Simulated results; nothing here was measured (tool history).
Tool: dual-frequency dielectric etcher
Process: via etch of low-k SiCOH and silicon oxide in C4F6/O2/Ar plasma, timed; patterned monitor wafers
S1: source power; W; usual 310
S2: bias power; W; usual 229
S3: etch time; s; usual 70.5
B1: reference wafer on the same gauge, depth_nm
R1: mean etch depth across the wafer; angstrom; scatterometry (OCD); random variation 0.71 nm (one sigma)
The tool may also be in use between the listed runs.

run 1 hour=0.0 | S1=310 S2=208 S3=70.5 | B1=187.3 | R1=1919
run 2 hour=63.6 | S1=280 S2=254 S3=70.5 | B1=186.7 | R1=1980
run 3 hour=115.7 | S1=280 S2=254 S3=70.5 | B1=187.0 | R1=1979
run 4 hour=180.6 | S1=370 S2=229 S3=70.5 | B1=186.6 | R1=2037
run 5 hour=219.2 | S1=330 S2=229 S3=70.5 | B1=186.2 | R1=1986
run 6 hour=261.3 | S1=310 S2=229 S3=70.5 | B1=186.0 | R1=1963
run 7 hour=300.1 | S1=310 S2=229 S3=70.5 | B1=185.9 | R1=1965
run 8 hour=324.6 | S1=310 S2=229 S3=70.5 | B1=185.7 | R1=1959
run 9 hour=392.5 | S1=310 S2=229 S3=70.5 | B1=185.6 | R1=1948
run 10 hour=456.3 | S1=310 S2=229 S3=70.5 | B1=185.0 | R1=1939
-- hour=494.3 wet clean of the chamber
run 11 hour=502.2 | S1=310 S2=250 S3=70.5 | B1=184.9 | R1=1986
run 12 hour=564.1 | S1=260 S2=229 S3=70.5 | B1=184.2 | R1=1884
run 13 hour=631.0 | S1=260 S2=229 S3=70.5 | B1=184.0 | R1=1874
run 14 hour=665.0 | S1=260 S2=229 S3=70.5 | B1=183.6 | R1=1869
run 15 hour=732.9 | S1=340 S2=259 S3=85.0 | B1=183.1 | R1=2451
run 16 hour=770.6 | S1=370 S2=267 S3=87.0 | B1=182.9 | R1=2565
-- hour=878.3 upper electrode replaced
run 17 hour=878.8 | S1=310 S2=229 S3=70.5 | B1=181.9 | R1=1916
run 18 hour=942.2 | S1=250 S2=283 S3=55.5 | B1=181.4 | R1=1516
run 19 hour=986.4 | S1=270 S2=229 S3=50.0 | B1=181.0 | R1=1311
-- hour=1001.6 source power generator calibrated
-- hour=1024.1 gauge calibrated
run 20 hour=1028.5 | S1=370 S2=213 S3=52.5 | B1=189.4 | R1=1509
run 21 hour=1082.0 | S1=360 S2=210 S3=70.5 | B1=189.3 | R1=2005
-- hour=1117.0 bias power generator calibrated
-- hour=1124.2 wet clean of the chamber
run 22 hour=1132.4 | S1=310 S2=229 S3=70.5 | B1=189.1 | R1=1987
run 23 hour=1198.5 | S1=240 S2=258 S3=87.5 | B1=189.5 | R1=2416
run 24 hour=1242.5 | S1=310 S2=187 S3=63.5 | B1=189.1 | R1=1708
run 25 hour=1286.2 | S1=250 S2=251 S3=87.0 | B1=189.1 | R1=2419
run 26 hour=1357.1 | S1=310 S2=229 S3=70.5 | B1=189.0 | R1=1994
run 27 hour=1392.7 | S1=370 S2=285 S3=58.5 | B1=188.9 | R1=1797
run 28 hour=1417.3 | S1=350 S2=268 S3=56.5 | B1=188.9 | R1=1695
run 29 hour=1456.8 | S1=350 S2=229 S3=90.0 | B1=188.7 | R1=2607

Forecast each of these 3 alternatives for the next run:
run A hour=1457.2 | S1=310 S2=229 S3=70.5 | B1=? | R1=?
run B hour=1457.2 | S1=270 S2=214 S3=58.0 | B1=? | R1=?
run C hour=1457.2 | S1=270 S2=180 S3=62.5 | B1=? | R1=?

run=A B1=188.6 R1=1983
run=B B1=188.6 R1=1560
run=C B1=188.6 R1=1614
Without the tool's hidden state the same runs would have given:
run=A R1=1986
run=B R1=1563
run=C R1=1617

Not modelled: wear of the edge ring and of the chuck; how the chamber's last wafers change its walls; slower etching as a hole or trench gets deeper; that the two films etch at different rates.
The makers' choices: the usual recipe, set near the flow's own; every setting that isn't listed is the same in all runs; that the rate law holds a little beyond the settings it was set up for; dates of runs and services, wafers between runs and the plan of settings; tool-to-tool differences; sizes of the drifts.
